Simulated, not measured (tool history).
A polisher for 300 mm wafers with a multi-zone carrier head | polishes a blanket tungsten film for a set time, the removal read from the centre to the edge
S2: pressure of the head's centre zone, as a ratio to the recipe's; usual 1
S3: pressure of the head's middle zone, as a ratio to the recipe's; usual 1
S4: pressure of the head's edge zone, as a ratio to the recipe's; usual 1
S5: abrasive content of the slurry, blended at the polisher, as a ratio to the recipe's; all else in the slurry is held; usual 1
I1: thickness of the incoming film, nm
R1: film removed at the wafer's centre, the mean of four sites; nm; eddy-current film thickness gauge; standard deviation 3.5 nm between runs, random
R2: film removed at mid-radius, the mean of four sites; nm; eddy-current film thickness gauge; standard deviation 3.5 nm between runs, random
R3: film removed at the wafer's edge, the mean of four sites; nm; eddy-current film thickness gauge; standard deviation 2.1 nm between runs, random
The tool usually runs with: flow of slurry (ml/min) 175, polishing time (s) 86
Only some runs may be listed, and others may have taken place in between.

run 1 hour=0 | flow_of_slurry_(ml/min)=175 S2=1 S3=1 S4=1 S5=1 polishing_time_(s)=105 | I1=1045.2 | R1=379.8 R2=376 R3=396.2
run 2 hour=38.9 | flow_of_slurry_(ml/min)=125 S2=1 S3=1 S4=1 S5=0.8 polishing_time_(s)=86 | I1=1052.4 | R1=280 R2=277.1 R3=291.6
run 3 hour=117.7 | flow_of_slurry_(ml/min)=175 S2=0.91 S3=1.05 S4=1 S5=1 polishing_time_(s)=86 | I1=1038.6 | R1=286.6 R2=321.5 R3=323.6
run 4 hour=200.7 | flow_of_slurry_(ml/min)=210 S2=1 S3=1 S4=1 S5=0.9 polishing_time_(s)=64 | I1=1043.2 | R1=233.1 R2=224.5 R3=241.1
run 5 hour=264.1 | flow_of_slurry_(ml/min)=175 S2=1 S3=1 S4=1 S5=0.8 polishing_time_(s)=71 | I1=1033 | R1=244.5 R2=242.4 R3=250.7
run 6 hour=350.9 | flow_of_slurry_(ml/min)=225 S2=0.9 S3=0.93 S4=1 S5=1 polishing_time_(s)=63 | I1=1043.7 | R1=208 R2=216.7 R3=241.4
-- hour=393.5 slurry nozzle cleaned
run 7 hour=405.8 | flow_of_slurry_(ml/min)=175 S2=1 S3=1 S4=1 S5=0.8 polishing_time_(s)=71 | I1=1050.8 | R1=251.1 R2=248 R3=254.8
run 8 hour=477.3 | flow_of_slurry_(ml/min)=195 S2=0.96 S3=1 S4=1 S5=1.2 polishing_time_(s)=64 | I1=1034.2 | R1=240.2 R2=247.2 R3=254.5
run 9 hour=578 | flow_of_slurry_(ml/min)=175 S2=1 S3=1.11 S4=0.9 S5=1 polishing_time_(s)=86 | I1=1046.1 | R1=322.5 R2=342.3 R3=309.2
-- hour=620.8 worn pad replaced by a new one
run 10 hour=668.5 | flow_of_slurry_(ml/min)=175 S2=1 S3=1 S4=1 S5=1 polishing_time_(s)=86 | I1=1048.7 | R1=314 R2=309.4 R3=317.6
run 11 hour=755 | flow_of_slurry_(ml/min)=175 S2=1 S3=1 S4=1 S5=1 polishing_time_(s)=86 | I1=1038.2 | R1=311.6 R2=311.6 R3=325.5
-- hour=765.5 edge zone pressure recalibrated
-- hour=791.1 centre zone pressure recalibrated
run 12 hour=829.9 | flow_of_slurry_(ml/min)=175 S2=0.93 S3=1 S4=1.06 S5=1 polishing_time_(s)=86 | I1=1044.4 | R1=282.5 R2=309.2 R3=332.1
run 13 hour=929.5 | flow_of_slurry_(ml/min)=175 S2=1 S3=1 S4=1 S5=1 polishing_time_(s)=86 | I1=1037.5 | R1=313.8 R2=299.2 R3=319.5
run 14 hour=997.2 | flow_of_slurry_(ml/min)=125 S2=1 S3=1.08 S4=1.05 S5=1 polishing_time_(s)=86 | I1=1022.8 | R1=281.8 R2=297.2 R3=311.2
run 15 hour=1065.3 | flow_of_slurry_(ml/min)=230 S2=1.06 S3=1 S4=1 S5=1 polishing_time_(s)=86 | I1=1043.8 | R1=343.8 R2=313.9 R3=330.2
-- hour=1137.5 slurry nozzle cleaned
run 16 hour=1149.9 | flow_of_slurry_(ml/min)=150 S2=1 S3=1.11 S4=1.11 S5=1 polishing_time_(s)=59 | I1=1058.1 | R1=212.6 R2=225.8 R3=228.7
run 17 hour=1220.3 | flow_of_slurry_(ml/min)=175 S2=1.05 S3=1.12 S4=1 S5=1 polishing_time_(s)=86 | I1=1037.1 | R1=332.8 R2=339.1 R3=324.8
run 18 hour=1317.2 | flow_of_slurry_(ml/min)=175 S2=0.94 S3=1 S4=0.88 S5=1 polishing_time_(s)=86 | I1=1022.5 | R1=291.8 R2=314.9 R3=302.4
-- hour=1326.6 carrier head's membrane replaced by a new one
-- hour=1369.4 worn pad replaced by a new one
run 19 hour=1420.7 | flow_of_slurry_(ml/min)=155 S2=1 S3=1 S4=1 S5=1 polishing_time_(s)=86 | I1=1051.5 | R1=307.1 R2=308.3 R3=320.6
run 20 hour=1512.1 | flow_of_slurry_(ml/min)=175 S2=1 S3=1 S4=1 S5=1 polishing_time_(s)=86 | I1=1051.3 | R1=313.4 R2=311 R3=322.4
run 21 hour=1576.5 | flow_of_slurry_(ml/min)=175 S2=1 S3=1 S4=1 S5=1 polishing_time_(s)=86 | I1=1064.5 | R1=311.8 R2=302.8 R3=319

What the log doesn't show, run by run:
removal rate lost through wear of the pad, %: 0 in every run
deviation of the centre zone's pressure from its setpoint, %: 0 in every run
deviation of the edge zone's pressure from its setpoint, %: 0 in every run
H1: slurry flow missing at the pad, %
run=1 H1=4.06
run=2 H1=5.01
run=3 H1=7.38
run=4 H1=10.5
run=5 H1=13.3
run=6 H1=17.8
run=7 H1=1.97
run=8 H1=2.28
run=9 H1=3.54
run=10 H1=5.48
run=11 H1=8.04
run=12 H1=10.8
run=13 H1=15.3
run=14 H1=18.9
run=15 H1=23
run=16 H1=3.58
run=17 H1=3.89
run=18 H1=5.08
run=19 H1=7.31
run=20 H1=10.1
run=21 H1=12.5

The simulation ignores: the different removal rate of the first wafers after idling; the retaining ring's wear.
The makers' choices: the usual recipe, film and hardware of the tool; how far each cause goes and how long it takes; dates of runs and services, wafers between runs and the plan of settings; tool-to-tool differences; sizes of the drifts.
